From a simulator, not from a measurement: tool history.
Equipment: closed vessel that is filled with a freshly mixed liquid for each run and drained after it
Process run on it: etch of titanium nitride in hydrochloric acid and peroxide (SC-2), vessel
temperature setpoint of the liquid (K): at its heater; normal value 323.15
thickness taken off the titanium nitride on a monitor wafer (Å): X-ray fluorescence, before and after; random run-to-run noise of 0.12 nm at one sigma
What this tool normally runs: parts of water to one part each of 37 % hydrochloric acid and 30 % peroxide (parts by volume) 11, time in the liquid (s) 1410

run	hour	temperature setpoint of the liquid (K)	parts of water to one part each of 37 % hydrochloric acid and 30 % peroxide (parts by volume)	time in the liquid (s)	wafers since the last listed run	hours since the thermometer was replaced	hours since the chemicals flow meter was replaced	hours since the drum of peroxide was connected	hours since the gauge calibration	read-back film thickness of the titanium nitride reference wafer, read on the same gauge (nm)	thickness taken off the titanium nitride on a monitor wafer (Å)
1	0	323.15	14.5	1410	0	2376.5	579.4	593.1	395.5	80.02	192.7
2	32	323.15	14.5	1410	1807	2408.5	611.4	625.1	427.5	80.03	195.8
3	60.3	318.65	7.5	1410	1598	2436.8	639.7	653.4	455.8	79.97	248.1
4	89.1	318.65	7.5	1410	1626	2465.6	668.5	682.2	484.6	79.97	250.2
5	107.5	323.15	11	1635	1039	2484	686.9	700.6	503	80.03	287.9
6	137.8	323.15	11	1635	1711	2514.3	717.2	730.9	533.3	79.95	285.6
7	158.7	323.15	11	1635	1180	2535.2	738.1	751.8	554.2	79.97	288
8	173.8	323.15	11	1410	852	2550.3	753.2	766.9	569.3	80	249.8
9	194	323.15	11	1410	1140	2570.5	773.4	787.1	589.5	80	247.5
10	276	323.15	11	1410	4630	2652.5	855.4	869.1	671.5	79.97	248
11	307.6	329.65	11	1410	1784	2684.1	887	900.7	703.1	80.02	379.6
12	341.4	323.15	11	1410	1908	2717.9	920.8	934.5	736.9	79.98	252.2
# hour 357.4: thermometer replaced
13	370.4	323.15	11	1410	1581	13	949.8	963.5	765.9	79.95	251.3
14	385.3	320.65	13.5	1410	841	27.9	964.7	978.4	780.8	80.02	179.7
15	417.1	329.15	11	825	1795	59.7	996.5	1010.2	812.6	79.98	218.2
16	433.3	323.15	11	1410	914	75.9	1012.7	1026.4	828.8	80.05	253
# hour 436.2: chemicals flow meter replaced
# hour 446.9: new drum of peroxide connected
17	464.9	316.65	11	1410	1671	107.5	28.7	18	860.4	80.01	170.8
18	497.3	318.65	12.5	1410	1829	139.9	61.1	50.4	892.8	80	173.8
19	527.6	323.15	11	1410	1711	170.2	91.4	80.7	923.1	79.98	264.5
20	561.8	327.15	11	1410	1931	204.4	125.6	114.9	957.3	79.96	344.2
21	591	331.15	11	1410	1649	233.6	154.8	144.1	986.5	80.01	450.5
# hour 618.8: gauge calibrated
22	624.9	323.15	11	1810	1914	267.5	188.7	178	6.1	80.02	343.4
# hour 629.9: chemicals flow meter replaced, repeated, since the last time left the tool worse
23	660.3	327.65	14	1155	1942	302.9	30.4	213.4	41.5	80	214.7
24	682	323.15	15	810	1225	324.6	52.1	235.1	63.2	80.02	104.6
25	716.2	323.15	11	1410	1931	358.8	86.3	269.3	97.4	79.99	238.3
26	741.9	323.15	11	1410	1451	384.5	112	295	123.1	80.02	239.3
27	777.5	323.15	11	1410	2010	420.1	147.6	330.6	158.7	79.98	238.8
28	805.8	323.15	11	1410	1598	448.4	175.9	358.9	187	79.97	239.8

Consider 5 possible next runs. They are alternatives, not a sequence: every one starts from the tool as it was left by run 28. What does each give?
A	806.8	323.15	11	2020	56	449.4	176.9	359.9	188	?	?
B	806.8	323.15	14.5	1635	56	449.4	176.9	359.9	188	?	?
C	806.8	317.65	11	1755	56	449.4	176.9	359.9	188	?	?
D	806.8	330.15	5.5	855	56	449.4	176.9	359.9	188	?	?
E	806.8	327.15	12.5	1185	56	449.4	176.9	359.9	188	?	?

run	read-back film thickness of the titanium nitride reference wafer, read on the same gauge (nm)	thickness taken off the titanium nitride on a monitor wafer (Å)
A	80	344.9
B	80	220.1
C	80	206.3
D	80	398.5
E	80	236.2
Had the tool no hidden state, the same runs would have come out as:
run	thickness taken off the titanium nitride on a monitor wafer (Å)
A	338.4
B	215.8
C	202.4
D	392
E	231.6
